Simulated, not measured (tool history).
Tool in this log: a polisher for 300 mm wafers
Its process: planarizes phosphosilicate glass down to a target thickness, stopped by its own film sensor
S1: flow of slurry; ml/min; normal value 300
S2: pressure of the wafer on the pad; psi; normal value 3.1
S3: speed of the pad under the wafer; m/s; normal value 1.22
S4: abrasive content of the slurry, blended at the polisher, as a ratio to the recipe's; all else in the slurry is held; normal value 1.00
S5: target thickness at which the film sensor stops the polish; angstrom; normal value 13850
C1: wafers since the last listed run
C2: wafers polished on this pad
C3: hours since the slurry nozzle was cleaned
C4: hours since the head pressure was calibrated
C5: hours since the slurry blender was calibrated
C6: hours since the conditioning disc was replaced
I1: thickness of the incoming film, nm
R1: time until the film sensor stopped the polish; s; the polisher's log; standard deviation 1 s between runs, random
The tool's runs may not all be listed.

run 1 hour=0.0 | S1=300 S2=3.1 S3=1.22 S4=1.00 S5=13850 | C1=0 C2=980 C3=510.4 C4=621.0 C5=228.7 C6=327.6 | I1=2331.1 | R1=88.7
-- hour=8.9 worn pad replaced by a new one
run 2 hour=42.3 | S1=300 S2=3.1 S3=1.22 S4=1.15 S5=13850 | C1=318 C2=277 C3=552.7 C4=663.3 C5=271.0 C6=369.9 | I1=2304.4 | R1=84.6
run 3 hour=67.2 | S1=300 S2=3.1 S3=1.22 S4=1.15 S5=13850 | C1=206 C2=484 C3=577.6 C4=688.2 C5=295.9 C6=394.8 | I1=2327.6 | R1=85.6
-- hour=77.9 head pressure recalibrated
run 4 hour=78.4 | S1=300 S2=3.1 S3=1.22 S4=1.15 S5=13850 | C1=76 C2=560 C3=588.8 C4=0.5 C5=307.1 C6=406.0 | I1=2385.1 | R1=91.5
-- hour=84.9 conditioning disc replaced and pad reconditioned
run 5 hour=87.5 | S1=300 S2=3.1 S3=1.22 S4=1.00 S5=13850 | C1=59 C2=619 C3=597.9 C4=9.6 C5=316.2 C6=2.6 | I1=2316.9 | R1=90.9
run 6 hour=101.6 | S1=300 S2=3.1 S3=1.22 S4=1.00 S5=13850 | C1=117 C2=736 C3=612.0 C4=23.7 C5=330.3 C6=16.7 | I1=2339.3 | R1=93.4
run 7 hour=115.1 | S1=300 S2=3.1 S3=1.22 S4=1.00 S5=13850 | C1=112 C2=849 C3=625.5 C4=37.2 C5=343.8 C6=30.2 | I1=2345.6 | R1=95.6

Forecast run 8:
-- hour=119.3 slurry nozzle cleaned
run 8 hour=122.9 | S1=200 S2=3.1 S3=0.84 S4=1.15 S5=12910 | C1=56 C2=905 C3=3.6 C4=45.0 C5=351.6 C6=38.0 | I1=2357.8 | R1=?

{"run 8": {"R1": 136.2}}
On a tool with no hidden condition, and with the same random variation, this run would have come out at R1 124.6 s.

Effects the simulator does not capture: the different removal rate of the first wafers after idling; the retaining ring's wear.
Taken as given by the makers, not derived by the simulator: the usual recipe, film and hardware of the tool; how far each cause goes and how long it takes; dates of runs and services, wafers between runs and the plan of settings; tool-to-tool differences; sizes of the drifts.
